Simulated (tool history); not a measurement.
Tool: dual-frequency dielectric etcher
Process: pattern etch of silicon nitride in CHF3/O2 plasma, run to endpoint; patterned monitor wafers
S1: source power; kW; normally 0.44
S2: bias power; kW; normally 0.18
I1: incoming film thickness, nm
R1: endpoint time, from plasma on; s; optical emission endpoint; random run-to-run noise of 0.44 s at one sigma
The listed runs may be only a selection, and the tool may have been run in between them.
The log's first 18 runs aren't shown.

-- hour=1698.8 wet clean of the chamber
run 19 hour=1699.3 | S1=0.5 S2=0.16 | I1=85.6 | R1=69.6
run 20 hour=1743.3 | S1=0.53 S2=0.157 | I1=87.2 | R1=68.9
-- hour=1776.9 upper electrode replaced
run 21 hour=1791 | S1=0.49 S2=0.142 | I1=87.3 | R1=75.6
run 22 hour=1833.1 | S1=0.44 S2=0.18 | I1=88.9 | R1=72.2
run 23 hour=1900.5 | S1=0.4 S2=0.163 | I1=87.1 | R1=77.5
run 24 hour=1980.6 | S1=0.44 S2=0.208 | I1=86.9 | R1=65.1
run 25 hour=2076.5 | S1=0.37 S2=0.142 | I1=87.8 | R1=89.4
run 26 hour=2136.8 | S1=0.34 S2=0.22 | I1=87.3 | R1=72
run 27 hour=2219.8 | S1=0.44 S2=0.212 | I1=86.9 | R1=64.8
-- hour=2301 wet clean of the chamber
run 28 hour=2366.8 | S1=0.44 S2=0.153 | I1=86.4 | R1=75.9
run 29 hour=2440.5 | S1=0.44 S2=0.18 | I1=87.3 | R1=69.9
run 30 hour=2496 | S1=0.53 S2=0.161 | I1=87.5 | R1=68.1
run 31 hour=2555.7 | S1=0.34 S2=0.204 | I1=86.8 | R1=74.3

Estimate the outcome of run 32 from the log above:
run 32 hour=2617.3 | S1=0.44 S2=0.156 | I1=86.8 | R1=?

R1: 76.1 s
With no hidden state in the tool, this same run would have given R1 77.1 s.
